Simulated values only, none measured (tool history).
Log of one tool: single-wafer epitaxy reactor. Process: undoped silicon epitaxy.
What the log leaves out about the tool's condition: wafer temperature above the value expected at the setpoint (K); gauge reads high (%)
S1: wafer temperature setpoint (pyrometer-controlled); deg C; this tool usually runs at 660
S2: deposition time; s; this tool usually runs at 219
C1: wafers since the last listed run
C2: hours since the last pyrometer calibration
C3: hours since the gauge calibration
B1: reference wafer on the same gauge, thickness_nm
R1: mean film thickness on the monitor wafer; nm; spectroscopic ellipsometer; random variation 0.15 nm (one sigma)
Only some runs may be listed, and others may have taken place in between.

run,hour,S1,S2,C1,C2,C3,B1,R1
1,0,660,240,0,1550,177.6,44.359,56.527
2,8.6,660,240,76,1558.6,186.2,44.353,56.483
# hour 20.4: gauge calibrated
3,21.1,660,240,111,1571.1,0.7,44.39,56.484
4,37.6,660,209,147,1587.6,17.2,44.384,49.231
5,50.5,660,209,115,1600.5,30.1,44.36,49.319
6,61,669,243,94,1611,40.6,44.418,67.749
7,76.9,669,243,142,1626.9,56.5,44.395,67.989
8,94.9,663,219,161,1644.9,74.5,44.446,54.56
# hour 105.2: pyrometer calibrated
9,105.7,663,219,25,0.5,85.3,44.402,49.791
10,122,660,219,145,16.8,101.6,44.433,47.153
11,133.3,669,243,101,28.1,112.9,44.386,62.255
12,145.4,650,180,108,40.2,125,44.437,32.165
13,195.5,673,219,448,90.3,175.1,44.414,60.65
# hour 201.7: gauge calibrated
14,205.1,663,219,85,99.9,3.4,44.415,50.722

Run 15, settings as shown, results not yet in. Your forecast:
15,220.9,652,252,141,115.7,19.2,?,?

Run 15 gave B1 44.471, R1 47.208 nm.
On a tool with no hidden condition, and with the same random variation, this run would have come out at R1 46.68 nm.

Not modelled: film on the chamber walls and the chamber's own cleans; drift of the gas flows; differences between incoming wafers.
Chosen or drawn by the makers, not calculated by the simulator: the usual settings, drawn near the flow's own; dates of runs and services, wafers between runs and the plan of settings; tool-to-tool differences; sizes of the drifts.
